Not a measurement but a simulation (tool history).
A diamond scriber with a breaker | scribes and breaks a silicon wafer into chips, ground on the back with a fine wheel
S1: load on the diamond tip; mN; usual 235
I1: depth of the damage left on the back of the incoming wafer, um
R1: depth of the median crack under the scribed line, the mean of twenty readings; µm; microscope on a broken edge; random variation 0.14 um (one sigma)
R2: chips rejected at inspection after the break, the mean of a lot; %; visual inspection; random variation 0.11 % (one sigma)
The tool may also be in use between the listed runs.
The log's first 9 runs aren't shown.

Run 10, hour 296.9: usual settings; I1 1.98. Result: R1 8.84 µm, R2 5.09 %.
Run 11, hour 327.4: usual settings; I1 2.9. Result: R1 8.77 µm, R2 8.38 %.
Run 12, hour 342.2: usual settings; I1 2.49. Result: R1 8.53 µm, R2 7.1 %.
At hour 347.1: diamond tip replaced by a new one, of another model than before.
Run 13, hour 397.6: usual settings; I1 1.55. Result: R1 9.81 µm, R2 1.46 %.
Run 14, hour 416.6: usual settings; I1 2.21. Result: R1 9.6 µm, R2 2.17 %.
Run 15, hour 431.9: usual settings; I1 2.72. Result: R1 9.76 µm, R2 3 %.
Run 16, hour 456.1: usual settings; I1 2.66. Result: R1 9.87 µm, R2 2.94 %.
Run 17, hour 481.3: usual settings but S1 182 mN; I1 2.87. Result: R1 8.47 µm, R2 10.55 %.
Run 18, hour 510.9: usual settings; I1 2.96. Result: R1 9.71 µm, R2 3.83 %.
Run 19, hour 544.8: usual settings; I1 2.21. Result: R1 9.84 µm, R2 2.09 %.
Run 20, hour 580: usual settings but S1 296 mN; I1 2.79. Result: R1 10.97 µm, R2 5.22 %.
Run 21, hour 600.5: usual settings; I1 1.68. Result: R1 9.65 µm, R2 1.8 %.
Run 22, hour 619.3: usual settings but S1 271 mN; I1 2.78. Result: R1 10.47 µm, R2 4.09 %.

Forecast run 23:
Run 23, hour 642.2: usual settings; I1 1.61. Result: R1 ?, R2 ?.

{"run 23": {"R1": 9.82, "R2": 1.75}}
Without the tool's hidden state the same run would have given R1 10.02 µm, R2 1.64 %.
